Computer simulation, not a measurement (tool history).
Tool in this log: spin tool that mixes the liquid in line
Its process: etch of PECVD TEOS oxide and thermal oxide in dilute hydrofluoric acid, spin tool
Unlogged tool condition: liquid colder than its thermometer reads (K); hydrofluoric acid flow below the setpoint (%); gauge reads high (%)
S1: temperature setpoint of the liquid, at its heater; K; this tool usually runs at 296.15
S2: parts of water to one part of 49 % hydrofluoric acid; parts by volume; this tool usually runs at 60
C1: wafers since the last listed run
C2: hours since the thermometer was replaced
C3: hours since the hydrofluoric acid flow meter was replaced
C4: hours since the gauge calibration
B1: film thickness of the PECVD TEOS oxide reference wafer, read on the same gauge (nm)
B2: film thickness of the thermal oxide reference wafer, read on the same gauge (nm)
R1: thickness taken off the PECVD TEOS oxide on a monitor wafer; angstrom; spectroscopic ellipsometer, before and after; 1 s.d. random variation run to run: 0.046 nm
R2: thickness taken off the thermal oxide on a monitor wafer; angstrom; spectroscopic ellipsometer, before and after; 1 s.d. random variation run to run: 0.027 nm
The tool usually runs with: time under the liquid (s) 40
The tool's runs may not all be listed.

Run 1, hour 0.0: usual settings; C1 0; C2 1933.8; C3 2264.5; C4 388.4; B1 99.99; B2 99.994. Result: R1 124.0 angstrom, R2 27.79 angstrom.
Run 2, hour 18.8: usual settings; C1 371; C2 1952.6; C3 2283.3; C4 407.2; B1 100.00; B2 99.991. Result: R1 124.2 angstrom, R2 27.46 angstrom.
Run 3, hour 38.7: usual settings but S1 292.65 K; C1 393; C2 1972.5; C3 2303.2; C4 427.1; B1 100.00; B2 99.950. Result: R1 107.7 angstrom, R2 23.51 angstrom.
Run 4, hour 67.1: usual settings but S1 292.65 K; C1 561; C2 2000.9; C3 2331.6; C4 455.5; B1 100.02; B2 100.029. Result: R1 107.5 angstrom, R2 23.73 angstrom.
Run 5, hour 99.3: usual settings; C1 636; C2 2033.1; C3 2363.8; C4 487.7; B1 100.01; B2 99.957. Result: R1 124.0 angstrom, R2 27.48 angstrom.
At hour 167.7: hydrofluoric acid flow meter replaced.
At hour 173.7: thermometer replaced.
Run 6, hour 192.9: usual settings; C1 1811; C2 19.2; C3 25.2; C4 581.3; B1 99.99; B2 100.012. Result: R1 139.0 angstrom, R2 30.49 angstrom.
Run 7, hour 215.9: usual settings; C1 454; C2 42.2; C3 48.2; C4 604.3; B1 99.99; B2 100.031. Result: R1 139.1 angstrom, R2 31.12 angstrom.
Run 8, hour 245.6: usual settings; C1 587; C2 71.9; C3 77.9; C4 634.0; B1 100.01; B2 99.987. Result: R1 138.5 angstrom, R2 30.82 angstrom.
Run 9, hour 258.0: usual settings; C1 245; C2 84.3; C3 90.3; C4 646.4; B1 100.01; B2 99.995. Result: R1 138.8 angstrom, R2 30.90 angstrom.
Run 10, hour 276.2: usual settings; C1 359; C2 102.5; C3 108.5; C4 664.6; B1 100.00; B2 99.973. Result: R1 139.0 angstrom, R2 30.82 angstrom.
Run 11, hour 308.1: usual settings but S2 35 parts by volume; C1 630; C2 134.4; C3 140.4; C4 696.5; B1 100.00; B2 100.021. Result: R1 246.7 angstrom, R2 53.81 angstrom.
Run 12, hour 343.9: usual settings; C1 707; C2 170.2; C3 176.2; C4 732.3; B1 100.00; B2 100.033. Result: R1 138.0 angstrom, R2 30.84 angstrom.
At hour 348.6: gauge calibrated.
Run 13, hour 378.0: usual settings but S1 300.65 K, S2 75 parts by volume, time under the liquid (s) 25; C1 674; C2 204.3; C3 210.3; C4 29.4; B1 100.00; B2 100.012. Result: R1 81.1 angstrom, R2 18.01 angstrom.
Run 14, hour 402.9: usual settings but S2 80 parts by volume, time under the liquid (s) 60; C1 492; C2 229.2; C3 235.2; C4 54.3; B1 99.98; B2 99.994. Result: R1 152.0 angstrom, R2 33.26 angstrom.
Run 15, hour 430.4: usual settings; C1 543; C2 256.7; C3 262.7; C4 81.8; B1 99.98; B2 100.007. Result: R1 137.6 angstrom, R2 30.53 angstrom.
Run 16, hour 463.5: usual settings; C1 654; C2 289.8; C3 295.8; C4 114.9; B1 100.02; B2 100.014. Result: R1 137.4 angstrom, R2 30.71 angstrom.
Run 17, hour 491.6: usual settings; C1 555; C2 317.9; C3 323.9; C4 143.0; B1 100.00; B2 99.991. Result: R1 137.4 angstrom, R2 30.59 angstrom.
Run 18, hour 504.8: usual settings but time under the liquid (s) 60; C1 261; C2 331.1; C3 337.1; C4 156.2; B1 100.02; B2 99.995. Result: R1 206.1 angstrom, R2 46.24 angstrom.
Run 19, hour 518.2: usual settings but S2 40 parts by volume; C1 265; C2 344.5; C3 350.5; C4 169.6; B1 100.01; B2 100.002. Result: R1 212.1 angstrom, R2 46.01 angstrom.
Run 20, hour 536.7: usual settings but S1 292.15 K, S2 80 parts by volume, time under the liquid (s) 30; C1 365; C2 363.0; C3 369.0; C4 188.1; B1 99.99; B2 100.024. Result: R1 63.6 angstrom, R2 14.01 angstrom.
Run 21, hour 558.1: usual settings but S1 293.65 K, S2 75 parts by volume; C1 423; C2 384.4; C3 390.4; C4 209.5; B1 99.99; B2 99.990. Result: R1 96.7 angstrom, R2 21.41 angstrom.
Run 22, hour 571.4: usual settings but S2 70 parts by volume; C1 263; C2 397.7; C3 403.7; C4 222.8; B1 99.97; B2 100.015. Result: R1 115.3 angstrom, R2 25.45 angstrom.
Run 23, hour 594.7: usual settings but S1 300.15 K, S2 30 parts by volume, time under the liquid (s) 30; C1 460; C2 421.0; C3 427.0; C4 246.1; B1 100.01; B2 100.003. Result: R1 253.3 angstrom, R2 56.02 angstrom.
Run 24, hour 642.9: usual settings but S1 293.15 K, S2 30 parts by volume, time under the liquid (s) 65; C1 953; C2 469.2; C3 475.2; C4 294.3; B1 100.00; B2 100.036. Result: R1 405.4 angstrom, R2 90.05 angstrom.
Run 25, hour 668.2: usual settings; C1 500; C2 494.5; C3 500.5; C4 319.6; B1 100.00; B2 100.018. Result: R1 136.5 angstrom, R2 30.50 angstrom.
Run 26, hour 687.0: usual settings but S1 297.65 K, S2 75 parts by volume, time under the liquid (s) 30; C1 371; C2 513.3; C3 519.3; C4 338.4; B1 99.99; B2 100.009. Result: R1 85.0 angstrom, R2 18.84 angstrom.

Branching from run 26: 4 alternative next runs. What would each branch give?
Run A, hour 687.4: usual settings; C1 7; C2 513.7; C3 519.7; C4 338.8; B1 ?; B2 ?. Result: R1 ?, R2 ?.
Run B, hour 687.4: usual settings but S1 292.15 K; C1 7; C2 513.7; C3 519.7; C4 338.8; B1 ?; B2 ?. Result: R1 ?, R2 ?.
Run C, hour 687.4: usual settings but S2 40 parts by volume, time under the liquid (s) 20; C1 7; C2 513.7; C3 519.7; C4 338.8; B1 ?; B2 ?. Result: R1 ?, R2 ?.
Run D, hour 687.4: usual settings but S1 294.65 K, S2 35 parts by volume, time under the liquid (s) 60; C1 7; C2 513.7; C3 519.7; C4 338.8; B1 ?; B2 ?. Result: R1 ?, R2 ?.

run      B1       B2     R1     R2
  A  100.00  100.028  136.5  30.49
  B  100.00  100.028  115.4  25.79
  C  100.00  100.028  105.1  23.48
  D  100.00  100.028  340.5  76.06
Stripped of hidden state, with their random variation kept, the same runs would have yielded:
run     R1     R2
  A  139.8  31.24
  B  118.3  26.42
  C  107.6  24.04
  D  348.6  77.88
